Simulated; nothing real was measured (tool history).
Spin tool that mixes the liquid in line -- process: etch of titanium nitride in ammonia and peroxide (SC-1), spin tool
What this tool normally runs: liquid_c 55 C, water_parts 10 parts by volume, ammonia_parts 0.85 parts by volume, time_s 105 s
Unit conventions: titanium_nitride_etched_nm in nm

| run | hour | liquid_c | water_parts | ammonia_parts | time_s | wafers since the last listed run | hours since the thermometer was replaced | hours since the ammonia flow meter was replaced | hours since the heated supply line was repaired | hours since the drum of ammonia solution was connected | hours since the gauge calibration | read-back film thickness of the titanium nitride reference wafer, read on the same gauge (nm) | titanium_nitride_etched_nm |
|---|---|---|---|---|---|---|---|---|---|---|---|---|---|
| 1 | 0 | 55 | 7 | 0.85 | 140 | 0 | 1953.8 | 590.3 | 26.3 | 12 | 4.1 | 130.03 | 20.74 |
| 2 | 50.9 | 55 | 7 | 0.85 | 140 | 627 | 2004.7 | 641.2 | 77.2 | 62.9 | 55 | 130.05 | 20.7 |
| 3 | 82 | 58 | 14 | 1.15 | 65 | 383 | 2035.8 | 672.3 | 108.3 | 94 | 86.1 | 130 | 8.74 |
| 4 | 142 | 51 | 14.5 | 0.65 | 60 | 739 | 2095.8 | 732.3 | 168.3 | 154 | 146.1 | 130.02 | 4.46 |
| 5 | 189.7 | 55 | 10 | 0.85 | 105 | 587 | 2143.5 | 780 | 216 | 201.7 | 193.8 | 130.03 | 13.1 |
| 6 | 254.2 | 65 | 10 | 0.85 | 155 | 794 | 2208 | 844.5 | 280.5 | 266.2 | 258.3 | 130 | 37.11 |
| 7 | 360.3 | 55 | 10 | 0.85 | 90 | 1307 | 2314.1 | 950.6 | 386.6 | 372.3 | 364.4 | 129.99 | 11.27 |
| 8 | 422.2 | 55 | 10 | 0.6 | 105 | 762 | 2376 | 1012.5 | 448.5 | 434.2 | 426.3 | 129.95 | 12.38 |
| 9 | 447.7 | 62 | 12.5 | 0.55 | 170 | 314 | 2401.5 | 1038 | 474 | 459.7 | 451.8 | 130.01 | 28.07 |
| 10 | 507.3 | 55 | 10 | 0.85 | 105 | 734 | 2461.1 | 1097.6 | 533.6 | 519.3 | 511.4 | 130.02 | 13.09 |
|  | 529.5 | new drum of ammonia solution connected |
| 11 | 556.7 | 49.5 | 10 | 1.2 | 105 | 596 | 2510.5 | 1147 | 583 | 27.2 | 560.8 | 130.01 | 9.41 |
| 12 | 606.3 | 55 | 10 | 0.85 | 105 | 611 | 2560.1 | 1196.6 | 632.6 | 76.8 | 610.4 | 130.01 | 13.06 |
|  | 630.5 | thermometer replaced |
|  | 664.5 | ammonia flow meter replaced |
| 13 | 667.6 | 46.5 | 10 | 0.85 | 50 | 730 | 37.1 | 3.1 | 693.9 | 138.1 | 671.7 | 130.06 | 3.28 |
| 14 | 738.6 | 55 | 10 | 0.75 | 50 | 874 | 108.1 | 74.1 | 764.9 | 209.1 | 742.7 | 130.06 | 5.81 |
| 15 | 787.4 | 63.5 | 7.5 | 0.5 | 105 | 601 | 156.9 | 122.9 | 813.7 | 257.9 | 791.5 | 129.99 | 23.05 |
| 16 | 854.9 | 52 | 7 | 0.85 | 105 | 831 | 224.4 | 190.4 | 881.2 | 325.4 | 859 | 129.97 | 12.02 |
| 17 | 903.9 | 55 | 8 | 0.85 | 85 | 603 | 273.4 | 239.4 | 930.2 | 374.4 | 908 | 129.99 | 11.22 |

What will run 18 give?
| 18 | 951.7 | 55 | 10 | 0.85 | 105 | 588 | 321.2 | 287.2 | 978 | 422.2 | 955.8 | ? | ? |

read-back film thickness of the titanium nitride reference wafer, read on the same gauge (nm): 130.01
titanium_nitride_etched_nm: 12.36 nm
On a tool with no hidden condition, and with the same random variation, this run would have come out at titanium_nitride_etched_nm 12.59 nm.

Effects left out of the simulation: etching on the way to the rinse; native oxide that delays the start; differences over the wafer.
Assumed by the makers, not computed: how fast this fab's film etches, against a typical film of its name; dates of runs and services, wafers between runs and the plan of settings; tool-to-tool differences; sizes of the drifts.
